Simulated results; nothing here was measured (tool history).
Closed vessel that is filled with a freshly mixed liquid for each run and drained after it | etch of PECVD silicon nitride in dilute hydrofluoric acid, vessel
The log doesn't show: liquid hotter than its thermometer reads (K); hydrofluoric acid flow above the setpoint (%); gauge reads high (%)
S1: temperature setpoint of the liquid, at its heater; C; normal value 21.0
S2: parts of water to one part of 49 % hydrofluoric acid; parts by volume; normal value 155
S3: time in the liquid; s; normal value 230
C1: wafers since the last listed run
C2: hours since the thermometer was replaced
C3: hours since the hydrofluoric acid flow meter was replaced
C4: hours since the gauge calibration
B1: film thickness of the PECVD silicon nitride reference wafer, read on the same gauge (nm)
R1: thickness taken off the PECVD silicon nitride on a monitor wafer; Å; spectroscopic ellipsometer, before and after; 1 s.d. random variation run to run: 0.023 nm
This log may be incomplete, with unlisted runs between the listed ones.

| run | day | S1 | S2 | S3 | C1 | C2 | C3 | C4 | B1 | R1 |
|---|---|---|---|---|---|---|---|---|---|---|
| 1 | 0.000 | 21.0 | 155 | 310 | 0 | 3235.8 | 913.3 | 206.6 | 140.04 | 94.5 |
| 2 | 0.321 | 21.0 | 155 | 310 | 929 | 3243.5 | 921.0 | 214.3 | 140.00 | 94.8 |
| 3 | 0.629 | 21.0 | 155 | 185 | 892 | 3250.9 | 928.4 | 221.7 | 140.05 | 56.7 |
| 4 | 1.371 | 21.0 | 155 | 185 | 2147 | 3268.7 | 946.2 | 239.5 | 140.03 | 56.6 |
| 5 | 1.825 | 21.0 | 155 | 185 | 1315 | 3279.6 | 957.1 | 250.4 | 139.97 | 56.7 |
| 6 | 2.429 | 21.0 | 155 | 230 | 1749 | 3294.1 | 971.6 | 264.9 | 140.03 | 70.3 |
| 7 | 3.133 | 21.0 | 155 | 230 | 2039 | 3311.0 | 988.5 | 281.8 | 139.99 | 70.7 |
| 8 | 3.458 | 21.0 | 155 | 230 | 941 | 3318.8 | 996.3 | 289.6 | 140.02 | 70.9 |
| 9 | 3.892 | 17.5 | 125 | 230 | 1254 | 3329.2 | 1006.7 | 300.0 | 139.95 | 68.8 |
|  | 4.196 | gauge calibrated |
| 10 | 4.592 | 17.5 | 125 | 230 | 2027 | 3346.0 | 1023.5 | 9.5 | 140.06 | 68.7 |
| 11 | 5.079 | 17.5 | 125 | 230 | 1411 | 3357.7 | 1035.2 | 21.2 | 140.02 | 68.6 |
| 12 | 5.625 | 21.0 | 155 | 230 | 1580 | 3370.8 | 1048.3 | 34.3 | 139.97 | 70.8 |
|  | 5.867 | hydrofluoric acid flow meter replaced |
| 13 | 6.083 | 17.5 | 130 | 230 | 1206 | 3381.8 | 5.2 | 45.3 | 140.00 | 59.0 |
| 14 | 6.621 | 19.0 | 155 | 230 | 1556 | 3394.7 | 18.1 | 58.2 | 139.97 | 55.4 |
| 15 | 7.138 | 23.5 | 105 | 170 | 1496 | 3407.1 | 30.5 | 70.6 | 140.00 | 81.0 |
| 16 | 7.446 | 21.0 | 155 | 275 | 892 | 3414.5 | 37.9 | 78.0 | 139.98 | 75.2 |
|  | 7.742 | thermometer replaced |
| 17 | 8.121 | 17.0 | 220 | 110 | 1834 | 9.1 | 54.1 | 94.2 | 140.00 | 16.6 |
| 18 | 8.442 | 22.5 | 185 | 120 | 929 | 16.8 | 61.8 | 101.9 | 139.99 | 30.8 |
| 19 | 9.175 | 22.5 | 115 | 330 | 2123 | 34.4 | 79.4 | 119.5 | 139.96 | 135.3 |
| 20 | 9.883 | 21.0 | 120 | 140 | 2051 | 51.4 | 96.4 | 136.5 | 140.00 | 49.8 |
| 21 | 10.150 | 22.5 | 155 | 345 | 772 | 57.8 | 102.8 | 142.9 | 139.99 | 105.8 |
| 22 | 10.471 | 21.0 | 155 | 230 | 929 | 65.5 | 110.5 | 150.6 | 140.04 | 63.8 |
| 23 | 10.875 | 21.0 | 130 | 350 | 1170 | 75.2 | 120.2 | 160.3 | 139.95 | 115.4 |
| 24 | 11.321 | 21.0 | 180 | 310 | 1291 | 85.9 | 130.9 | 171.0 | 140.00 | 74.5 |
| 25 | 12.033 | 21.0 | 155 | 310 | 2063 | 103.0 | 148.0 | 188.1 | 140.01 | 86.2 |
| 26 | 12.346 | 17.5 | 125 | 230 | 904 | 110.5 | 155.5 | 195.6 | 140.00 | 62.2 |

5 ways to go on from here, each from the tool as it stands after run 26. What would each give?
| A | 12.375 | 21.0 | 155 | 230 | 84 | 111.2 | 156.2 | 196.3 | ? | ? |
| B | 12.375 | 22.5 | 155 | 230 | 84 | 111.2 | 156.2 | 196.3 | ? | ? |
| C | 12.375 | 17.5 | 155 | 230 | 84 | 111.2 | 156.2 | 196.3 | ? | ? |
| D | 12.375 | 21.0 | 200 | 230 | 84 | 111.2 | 156.2 | 196.3 | ? | ? |
| E | 12.375 | 25.5 | 100 | 325 | 84 | 111.2 | 156.2 | 196.3 | ? | ? |

| run | B1 | R1 |
|---|---|---|
| A | 140.02 | 64.0 |
| B | 140.02 | 70.6 |
| C | 140.02 | 50.6 |
| D | 140.02 | 49.9 |
| E | 140.02 | 187.1 |
The same runs, with their run-to-run variation unchanged, on a tool lacking any hidden condition would have given:
| run | R1 |
|---|---|
| A | 62.6 |
| B | 69.1 |
| C | 49.5 |
| D | 48.8 |
| E | 183.2 |
